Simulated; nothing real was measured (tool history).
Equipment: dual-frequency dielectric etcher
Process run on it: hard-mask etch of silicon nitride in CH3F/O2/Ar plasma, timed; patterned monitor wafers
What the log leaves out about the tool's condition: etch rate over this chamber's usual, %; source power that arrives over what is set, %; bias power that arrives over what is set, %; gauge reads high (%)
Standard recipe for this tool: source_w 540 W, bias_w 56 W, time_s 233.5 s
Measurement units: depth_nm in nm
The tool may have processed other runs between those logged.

| run | hour | source_w | bias_w | time_s | wafers since the last listed run | hours since the last wet clean | hours since the last source power generator calibration | hours since the last bias power generator calibration | hours since the last upper electrode change | hours since the gauge calibration | read-back reference wafer on the same gauge, depth_nm | depth_nm |
|---|---|---|---|---|---|---|---|---|---|---|---|---|
| 1 | 0.0 | 540 | 56 | 233.5 | 0 | 295.6 | 1472.4 | 2805.5 | 2349.6 | 1434.3 | 136.1 | 170.9 |
| 2 | 53.2 | 540 | 56 | 233.5 | 238 | 348.8 | 1525.6 | 2858.7 | 2402.8 | 1487.5 | 136.1 | 169.5 |
| 3 | 99.0 | 540 | 56 | 233.5 | 205 | 394.6 | 1571.4 | 2904.5 | 2448.6 | 1533.3 | 136.1 | 170.3 |
| 4 | 164.2 | 590 | 56 | 233.5 | 292 | 459.8 | 1636.6 | 2969.7 | 2513.8 | 1598.5 | 135.9 | 177.7 |
|  | 214.9 | wet clean of the chamber |
| 5 | 222.1 | 590 | 56 | 233.5 | 152 | 7.2 | 1694.5 | 3027.6 | 2571.7 | 1656.4 | 136.0 | 170.4 |
| 6 | 267.9 | 590 | 56 | 233.5 | 205 | 53.0 | 1740.3 | 3073.4 | 2617.5 | 1702.2 | 135.8 | 169.6 |
| 7 | 333.5 | 540 | 56 | 233.5 | 294 | 118.6 | 1805.9 | 3139.0 | 2683.1 | 1767.8 | 136.0 | 166.2 |
| 8 | 375.6 | 540 | 56 | 233.5 | 188 | 160.7 | 1848.0 | 3181.1 | 2725.2 | 1809.9 | 136.0 | 168.4 |
| 9 | 444.0 | 540 | 56 | 233.5 | 306 | 229.1 | 1916.4 | 3249.5 | 2793.6 | 1878.3 | 135.9 | 167.6 |
| 10 | 509.8 | 540 | 56 | 233.5 | 295 | 294.9 | 1982.2 | 3315.3 | 2859.4 | 1944.1 | 135.8 | 168.4 |
| 11 | 559.3 | 540 | 56 | 233.5 | 222 | 344.4 | 2031.7 | 3364.8 | 2908.9 | 1993.6 | 136.0 | 169.1 |
|  | 571.0 | gauge calibrated |
|  | 572.9 | source power generator calibrated |
| 12 | 591.1 | 540 | 56 | 233.5 | 124 | 376.2 | 18.2 | 3396.6 | 2940.7 | 20.1 | 135.9 | 171.4 |
| 13 | 617.6 | 480 | 56 | 233.5 | 118 | 402.7 | 44.7 | 3423.1 | 2967.2 | 46.6 | 135.9 | 162.6 |
| 14 | 654.7 | 540 | 56 | 205.5 | 166 | 439.8 | 81.8 | 3460.2 | 3004.3 | 83.7 | 135.9 | 149.8 |
| 15 | 682.2 | 660 | 56 | 233.5 | 123 | 467.3 | 109.3 | 3487.7 | 3031.8 | 111.2 | 136.0 | 184.2 |
| 16 | 722.0 | 440 | 49 | 168.5 | 178 | 507.1 | 149.1 | 3527.5 | 3071.6 | 151.0 | 135.9 | 111.8 |
|  | 791.0 | wet clean of the chamber |
| 17 | 791.5 | 540 | 56 | 233.5 | 204 | 0.5 | 218.6 | 3597.0 | 3141.1 | 220.5 | 135.9 | 164.3 |
| 18 | 818.5 | 490 | 49 | 259.5 | 121 | 27.5 | 245.6 | 3624.0 | 3168.1 | 247.5 | 136.0 | 171.3 |
| 19 | 886.7 | 540 | 43 | 233.5 | 305 | 95.7 | 313.8 | 3692.2 | 3236.3 | 315.7 | 135.9 | 155.4 |
| 20 | 911.8 | 540 | 56 | 233.5 | 112 | 120.8 | 338.9 | 3717.3 | 3261.4 | 340.8 | 136.2 | 165.3 |
| 21 | 983.6 | 460 | 56 | 233.5 | 322 | 192.6 | 410.7 | 3789.1 | 3333.2 | 412.6 | 135.9 | 159.7 |
|  | 1204.0 | upper electrode replaced |
| 22 | 1204.5 | 540 | 52 | 280.5 | 883 | 413.5 | 631.6 | 4010.0 | 0.5 | 633.5 | 135.9 | 198.6 |
|  | 1260.5 | wet clean of the chamber |
| 23 | 1261.0 | 670 | 50 | 278.5 | 145 | 0.5 | 688.1 | 4066.5 | 57.0 | 690.0 | 136.2 | 206.5 |
| 24 | 1312.4 | 540 | 56 | 233.5 | 230 | 51.9 | 739.5 | 4117.9 | 108.4 | 741.4 | 136.1 | 165.7 |
|  | 1358.4 | bias power generator calibrated |
| 25 | 1365.7 | 460 | 56 | 258.5 | 221 | 105.2 | 792.8 | 7.3 | 161.7 | 794.7 | 136.1 | 175.5 |
| 26 | 1574.3 | 540 | 56 | 233.5 | 935 | 313.8 | 1001.4 | 215.9 | 370.3 | 1003.3 | 135.9 | 167.4 |
| 27 | 1617.8 | 450 | 65 | 269.5 | 195 | 357.3 | 1044.9 | 259.4 | 413.8 | 1046.8 | 136.0 | 192.5 |
| 28 | 1701.1 | 540 | 56 | 233.5 | 373 | 440.6 | 1128.2 | 342.7 | 497.1 | 1130.1 | 136.1 | 170.6 |
| 29 | 1745.0 | 460 | 56 | 258.5 | 196 | 484.5 | 1172.1 | 386.6 | 541.0 | 1174.0 | 135.9 | 179.7 |

What differs in the tool's unlogged condition from the final listed run ahead of each entry between runs to the first listed run following it?
After run 4, before run 5: wet clean of the chamber (hour 214.9)
  etch rate over this chamber's usual, %: 3.29 -> -0.281
  the result without the hidden state subtracted from the measured one, depth_nm: +5.7 -> -0.5 nm
After run 11, before run 12: gauge calibrated (hour 571.0); source power generator calibrated (hour 572.9)
  etch rate over this chamber's usual, %: 2.03 -> 2.25
  the result without the hidden state subtracted from the measured one, depth_nm: +3.4 -> +3.7 nm
After run 16, before run 17: wet clean of the chamber (hour 791.0)
  etch rate over this chamber's usual, %: 3.15 -> -0.467
  the result without the hidden state subtracted from the measured one, depth_nm: +3.4 -> -0.8 nm
After run 21, before run 22: upper electrode replaced (hour 1204.0)
  etch rate over this chamber's usual, %: 0.85 -> 2.36
  the result without the hidden state subtracted from the measured one, depth_nm: +1.4 -> +4.6 nm
After run 22, before run 23: wet clean of the chamber (hour 1260.5)
  etch rate over this chamber's usual, %: 2.36 -> -0.259
  the result without the hidden state subtracted from the measured one, depth_nm: +4.6 -> -0.5 nm
After run 24, before run 25: bias power generator calibrated (hour 1358.4)
  etch rate over this chamber's usual, %: 0.093 -> 0.458
  the result without the hidden state subtracted from the measured one, depth_nm: +0.2 -> +0.8 nm

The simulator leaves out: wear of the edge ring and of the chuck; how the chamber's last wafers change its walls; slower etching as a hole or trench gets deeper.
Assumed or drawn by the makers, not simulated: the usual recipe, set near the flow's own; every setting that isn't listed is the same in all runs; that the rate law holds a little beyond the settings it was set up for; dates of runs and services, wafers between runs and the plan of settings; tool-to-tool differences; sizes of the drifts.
